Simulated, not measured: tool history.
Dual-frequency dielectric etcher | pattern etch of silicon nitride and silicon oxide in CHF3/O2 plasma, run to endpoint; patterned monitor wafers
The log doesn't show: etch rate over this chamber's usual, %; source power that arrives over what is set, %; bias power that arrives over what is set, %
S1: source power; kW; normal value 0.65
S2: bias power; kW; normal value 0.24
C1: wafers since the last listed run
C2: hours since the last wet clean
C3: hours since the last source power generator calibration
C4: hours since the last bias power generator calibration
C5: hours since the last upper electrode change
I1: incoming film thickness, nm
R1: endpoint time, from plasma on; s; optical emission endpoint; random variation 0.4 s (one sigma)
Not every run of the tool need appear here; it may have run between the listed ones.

run	hour	S1	S2	C1	C2	C3	C4	C5	I1	R1
1	0	0.65	0.215	0	42.3	2492	3772.7	1772.2	172.8	96.6
2	94.5	0.65	0.215	812	136.8	2586.5	3867.2	1866.7	172.2	94
3	134.8	0.65	0.215	346	177.1	2626.8	3907.5	1907	171.1	94.6
4	183.8	0.61	0.24	421	226.1	2675.8	3956.5	1956	171.9	93.1
5	283	0.61	0.24	852	325.3	2775	4055.7	2055.2	170.7	90.9
6	342.3	0.65	0.24	509	384.6	2834.3	4115	2114.5	172.6	88.9
# hour 411.6: wet clean of the chamber
7	412.1	0.65	0.24	393	0.5	2904.1	4184.8	2184.3	172.1	92.8
8	475.2	0.65	0.299	542	63.6	2967.2	4247.9	2247.4	172.7	85.4
# hour 530.1: bias power generator calibrated
9	579.6	0.59	0.196	863	168	3071.6	49.5	2351.8	171.7	102.4
# hour 595: source power generator calibrated
10	675.3	0.8	0.294	788	263.7	80.3	145.2	2447.5	170.9	74.6
# hour 724: upper electrode replaced
11	767.5	0.79	0.224	586	355.9	172.5	237.4	43.5	171.9	82.3
# hour 841.8: wet clean of the chamber
12	859.5	0.57	0.194	584	17.7	264.5	329.4	135.5	171	107.1
13	952.2	0.65	0.24	797	110.4	357.2	422.1	228.2	172.4	92.4
14	994.1	0.65	0.24	360	152.3	399.1	464	270.1	171.8	91.6
15	1080.7	0.79	0.258	744	238.9	485.7	550.6	356.7	171.2	79.5

What was the tool's hidden state at every run in the log?
source power that arrives over what is set, %: 0, the same for each run
bias power that arrives over what is set, %: 0, the same for each run
H1: etch rate over this chamber's usual, %
run	H1
1	1.02
2	2.28
3	2.82
4	3.48
5	4.81
6	5.6
7	0.35
8	1.19
9	2.59
10	3.87
11	5.1
12	0.254
13	1.49
14	2.05
15	3.21

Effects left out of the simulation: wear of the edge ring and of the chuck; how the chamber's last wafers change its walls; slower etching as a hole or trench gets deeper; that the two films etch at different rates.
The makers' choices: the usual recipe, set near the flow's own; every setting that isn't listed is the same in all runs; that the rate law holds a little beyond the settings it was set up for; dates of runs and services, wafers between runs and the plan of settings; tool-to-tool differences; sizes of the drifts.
